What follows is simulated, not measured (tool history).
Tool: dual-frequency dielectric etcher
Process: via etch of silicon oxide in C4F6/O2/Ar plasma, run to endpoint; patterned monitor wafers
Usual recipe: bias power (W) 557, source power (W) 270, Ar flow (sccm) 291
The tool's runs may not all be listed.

run,hour,bias power (W),source power (W),Ar flow (sccm),"incoming incoming film thickness, nm",endpoint time (s)
1,0,557,260,291,126.6,30.2
2,16,557,270,291,125.6,29.9
# hour 56.2: wet clean of the chamber
3,56.7,557,320,291,127.3,26.8
4,108.1,557,270,291,126.9,28.6
5,147.7,557,270,291,125.7,28.9
6,218.5,557,270,291,126.6,29.3
7,258.5,557,270,291,125,28.8
8,300.8,557,270,291,126.8,29.8
# hour 310.4: Ar flow controller replaced
9,346.5,557,300,291,124.6,28.1
10,386.5,557,270,291,124.8,29.1
11,450.8,510,270,291,125,30.2
# hour 481.1: wet clean of the chamber
12,482.9,557,260,291,126.9,29.2
13,522.5,557,270,291,125.3,28.6
14,555.8,669,270,242,125.7,26.6
15,625.5,557,330,291,124.7,26.4
16,717.1,557,230,326,127.8,32.7
17,749.5,480,200,291,125.7,35.8
18,816.1,557,230,291,125.8,31.9
# hour 831.7: bias power generator calibrated
# hour 868.7: source power generator calibrated
19,891.1,690,340,332,126.6,25
# hour 950.1: wet clean of the chamber
20,954,557,270,291,125,28.3
21,981,557,270,313,126.2,28.8
22,1005.3,518,270,291,126,29.6
23,1036.4,693,220,270,125.8,29.2
24,1083.7,508,270,291,126.9,29.7
25,1144.6,603,250,225,127.1,28.7
26,1177.4,438,300,291,126.2,30.4
27,1211,428,270,323,127.9,32.7
28,1269.7,557,270,291,125.3,29.1
29,1305.8,557,270,291,126.7,29.7
# hour 1354.5: wet clean of the chamber
30,1355,649,270,250,127.4,27.3

Selected run-to-run steps in endpoint time (s), each split into two signed amounts: the part the tool would show with no hidden state at all (from settings, incoming material and random variation), and the remainder, which goes to the hidden state together with any gauge scatter not common to the measured and the hidden-state-free results:
Hidden state present: etch rate over this chamber's usual, %; bias power that arrives over what is set, %; source power that arrives over what is set, %; Ar flow that arrives over what is set, %.
Run 2 -> 3: source power (W) 270 -> 320, wet clean of the chamber. endpoint time (s) -3.1: hidden state -0.9, all else -2.2.
Run 11 -> 12: bias power (W) 510 -> 557, source power (W) 270 -> 260, wet clean of the chamber. endpoint time (s) -1: hidden state -0.9, all else -0.1.
Run 15 -> 16: source power (W) 330 -> 230, Ar flow (sccm) 291 -> 326. endpoint time (s) +6.3: hidden state +0.3, all else +6.
Run 17 -> 18: bias power (W) 480 -> 557, source power (W) 200 -> 230. endpoint time (s) -3.9: hidden state +0, all else -3.9.
Run 18 -> 19: bias power (W) 557 -> 690, source power (W) 230 -> 340, Ar flow (sccm) 291 -> 332, bias power generator calibrated, source power generator calibrated. endpoint time (s) -6.9: hidden state +0, all else -6.9.
Run 19 -> 20: bias power (W) 690 -> 557, source power (W) 340 -> 270, Ar flow (sccm) 332 -> 291, wet clean of the chamber. endpoint time (s) +3.3: hidden state -0.9, all else +4.2.

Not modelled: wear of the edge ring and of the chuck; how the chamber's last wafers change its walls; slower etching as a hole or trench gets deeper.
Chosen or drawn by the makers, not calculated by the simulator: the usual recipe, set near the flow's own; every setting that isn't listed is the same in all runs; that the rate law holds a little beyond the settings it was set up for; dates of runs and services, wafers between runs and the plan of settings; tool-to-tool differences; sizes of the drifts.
